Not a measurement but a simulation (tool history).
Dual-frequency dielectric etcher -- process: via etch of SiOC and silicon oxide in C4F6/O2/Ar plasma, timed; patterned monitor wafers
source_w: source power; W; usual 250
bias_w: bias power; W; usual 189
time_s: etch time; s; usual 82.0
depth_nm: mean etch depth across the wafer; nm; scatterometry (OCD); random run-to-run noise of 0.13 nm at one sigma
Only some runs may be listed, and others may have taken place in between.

run     day  source_w  bias_w  time_s  wafers since the last listed run  hours since the last wet clean  hours since the last source power generator calibration  hours since the last bias power generator calibration  hours since the last upper electrode change  hours since the gauge calibration  read-back reference wafer on the same gauge, depth_nm  depth_nm
  1   0.000       250     189    82.0                                 0                           162.2                                                   5341.2                                                 3964.4                                       5710.3                               17.4                                                     77      89.2
  2   0.825       250     189    82.0                               252                           182.0                                                   5361.0                                                 3984.2                                       5730.1                               37.2                                                     77      89.3
  3   1.588       250     189    82.0                               233                           200.3                                                   5379.3                                                 4002.5                                       5748.4                               55.5                                                     77      89.3
  4   3.075       280     167    82.0                               455                           236.0                                                   5415.0                                                 4038.2                                       5784.1                               91.2                                                     77      92.1
      5.650  -- source power generator calibrated
  5   6.029       250     189    82.0                               853                           306.9                                                      9.1                                                 4109.1                                       5855.0                              162.1                                                     77      87.2
  6   6.996       250     189    82.0                               295                           330.1                                                     32.3                                                 4132.3                                       5878.2                              185.3                                                     77      87.2
  7   7.825       250     189    82.0                               253                           350.0                                                     52.2                                                 4152.2                                       5898.1                              205.2                                                     77      87.2
  8   9.054       250     189    82.0                               376                           379.5                                                     81.7                                                 4181.7                                       5927.6                              234.7                                                     77      87.3
  9  10.500       310     189    95.0                               442                           414.2                                                    116.4                                                 4216.4                                       5962.3                              269.4                                                     77     111.2
 10  11.412       300     214    97.0                               279                           436.1                                                    138.3                                                 4238.3                                       5984.2                              291.3                                                     77     114.9
     14.246  -- upper electrode replaced
 11  14.817       250     189    82.0                               736                           517.8                                                    220.0                                                 4320.0                                         13.7                              373.0                                                     77      87.4
     15.471  -- bias power generator calibrated
     15.829  -- wet clean of the chamber
 12  16.221       210     189    91.0                               269                             9.4                                                    253.7                                                   18.0                                         47.4                              406.7                                                     77      89.1
 13  16.979       310     167    96.0                               232                            27.6                                                    271.9                                                   36.2                                         65.6                              424.9                                                     77     109.5
 14  17.692       230     189    74.5                               218                            44.7                                                    289.0                                                   53.3                                         82.7                              442.0                                                     77      76.2
 15  18.379       250     189    82.0                               210                            61.2                                                    305.5                                                   69.8                                         99.2                              458.5                                                     77      86.9
 16  19.308       210     225    69.0                               284                            83.5                                                    327.8                                                   92.1                                        121.5                              480.8                                                     77      70.1
 17  20.575       280     189    82.0                               387                           113.9                                                    358.2                                                  122.5                                        151.9                              511.2                                                     77      91.4
 18  21.396       250     189    65.5                               251                           133.6                                                    377.9                                                  142.2                                        171.6                              530.9                                                     77      69.6
 19  22.412       220     189    82.0                               311                           158.0                                                    402.3                                                  166.6                                        196.0                              555.3                                                     77      82.1
 20  23.504       270     189    82.0                               334                           184.2                                                    428.5                                                  192.8                                        222.2                              581.5                                                     77      89.8
 21  24.712       250     227    82.0                               369                           213.2                                                    457.5                                                  221.8                                        251.2                              610.5                                                     77      90.2
 22  26.075       250     189    82.0                               417                           245.9                                                    490.2                                                  254.5                                        283.9                              643.2                                                     77      86.9
 23  26.888       210     189    88.5                               248                           265.4                                                    509.7                                                  274.0                                        303.4                              662.7                                                     77      87.0
 24  28.312       250     147    82.0                               436                           299.6                                                    543.9                                                  308.2                                        337.6                              696.9                                                     77      83.5
 25  29.475       250     189    82.0                               355                           327.5                                                    571.8                                                  336.1                                        365.5                              724.8                                                     77      87.5
 26  30.775       290     210    65.5                               398                           358.7                                                    603.0                                                  367.3                                        396.7                              756.0                                                     77      76.0
 27  31.650       200     148   102.0                               267                           379.7                                                    624.0                                                  388.3                                        417.7                              777.0                                                     77      94.0
 28  32.325       250     189    82.0                               206                           395.9                                                    640.2                                                  404.5                                        433.9                              793.2                                                     77      87.2
 29  33.129       190     189    82.0                               246                           415.2                                                    659.5                                                  423.8                                        453.2                              812.5                                                     77      77.1
 30  34.250       250     207    82.0                               343                           442.1                                                    686.4                                                  450.7                                        480.1                              839.4                                                     77      88.7

What if the next run were any one of these 4? Each begins from the tool's condition after run 30:
  A  34.267       250     189    82.0                                 5                           442.5                                                    686.8                                                  451.1                                        480.5                              839.8                                                      ?         ?
  B  34.267       310     189   101.0                                 5                           442.5                                                    686.8                                                  451.1                                        480.5                              839.8                                                      ?         ?
  C  34.267       200     222    82.0                                 5                           442.5                                                    686.8                                                  451.1                                        480.5                              839.8                                                      ?         ?
  D  34.267       300     160    59.5                                 5                           442.5                                                    686.8                                                  451.1                                        480.5                              839.8                                                      ?         ?

run  read-back reference wafer on the same gauge, depth_nm  depth_nm
  A                                                     77      87.4
  B                                                     77     118.4
  C                                                     77      81.6
  D                                                     77      66.7
What these runs would have given with no unlogged condition in the tool:
run  depth_nm
  A      87.0
  B     117.8
  C      81.2
  D      66.4

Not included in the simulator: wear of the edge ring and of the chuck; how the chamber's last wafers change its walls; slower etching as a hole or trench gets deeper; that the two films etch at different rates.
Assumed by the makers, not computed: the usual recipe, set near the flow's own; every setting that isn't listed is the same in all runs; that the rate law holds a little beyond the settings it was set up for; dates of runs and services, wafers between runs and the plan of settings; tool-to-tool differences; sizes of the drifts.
